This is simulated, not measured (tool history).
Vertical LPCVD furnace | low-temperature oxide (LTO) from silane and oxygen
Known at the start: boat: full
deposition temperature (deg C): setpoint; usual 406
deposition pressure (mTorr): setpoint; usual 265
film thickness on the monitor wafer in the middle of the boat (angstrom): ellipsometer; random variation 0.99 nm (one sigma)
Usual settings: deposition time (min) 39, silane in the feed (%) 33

run	hour	deposition temperature (deg C)	deposition pressure (mTorr)	deposition time (min)	silane in the feed (%)	read-back reference wafer on the same gauge, thickness	film thickness on the monitor wafer in the middle of the boat (angstrom)
1	0	406	265	39	33	424.49	3873.6
2	41.5	406	265	39	33	424.12	3864.4
3	102.5	406	265	39	33	424.16	3876
4	169.4	406	265	39	33	424.12	3867.1
5	222.8	406	265	39	33	423.54	3871.6
6	265.3	406	265	47.5	33	423.96	4725.7
7	336.6	406	265	47.5	33	423.89	4696.8
8	375.9	406	265	47.5	33	424.33	4708.7
9	425.1	416	215	39	39	423.69	4372.5
10	479.9	411	265	39	33	423.89	4092.5
# hour 665.6: silane flow controller replaced
# hour 696.9: thermocouples replaced and temperature profile calibrated
11	697.4	406	265	39	33	424.29	3729.5
# hour 741.2: gauge calibrated
12	754.5	406	290	54.5	27	424.14	4265.3
# hour 841.8: pressure gauge zeroed
13	874.6	411	295	39	35	424.22	4617.3
14	940.7	406	265	47.5	33	423.83	4456.1
15	989.8	406	250	54	37	423.61	5562.4
16	1059.7	406	210	39	27	423.94	2204.2
17	1109.8	398	285	28.5	33	423.62	2646.3

Some steps in film thickness on the monitor wafer in the middle of the boat (angstrom) between neighbouring runs. How much of each would the tool show without its hidden state too (settings, what came in, random variation), and how much is left for the hidden state, with any gauge scatter that isn't in both results?
The hidden state here: true tube temperature minus thermocouple reading, K; true pressure minus gauge reading, mTorr; deviation of the silane flow from its setpoint, %; gauge reads high (%).
Run 10 -> 11: deposition temperature (deg C) 411 -> 406, silane flow controller replaced, thermocouples replaced and temperature profile calibrated. film thickness on the monitor wafer in the middle of the boat (angstrom) -363: hidden state -166.8, all else -196.2.
Run 15 -> 16: deposition pressure (mTorr) 250 -> 210, deposition time (min) 54 -> 39, silane in the feed (%) 37 -> 27. film thickness on the monitor wafer in the middle of the boat (angstrom) -3358.2: hidden state -76.2, all else -3282.
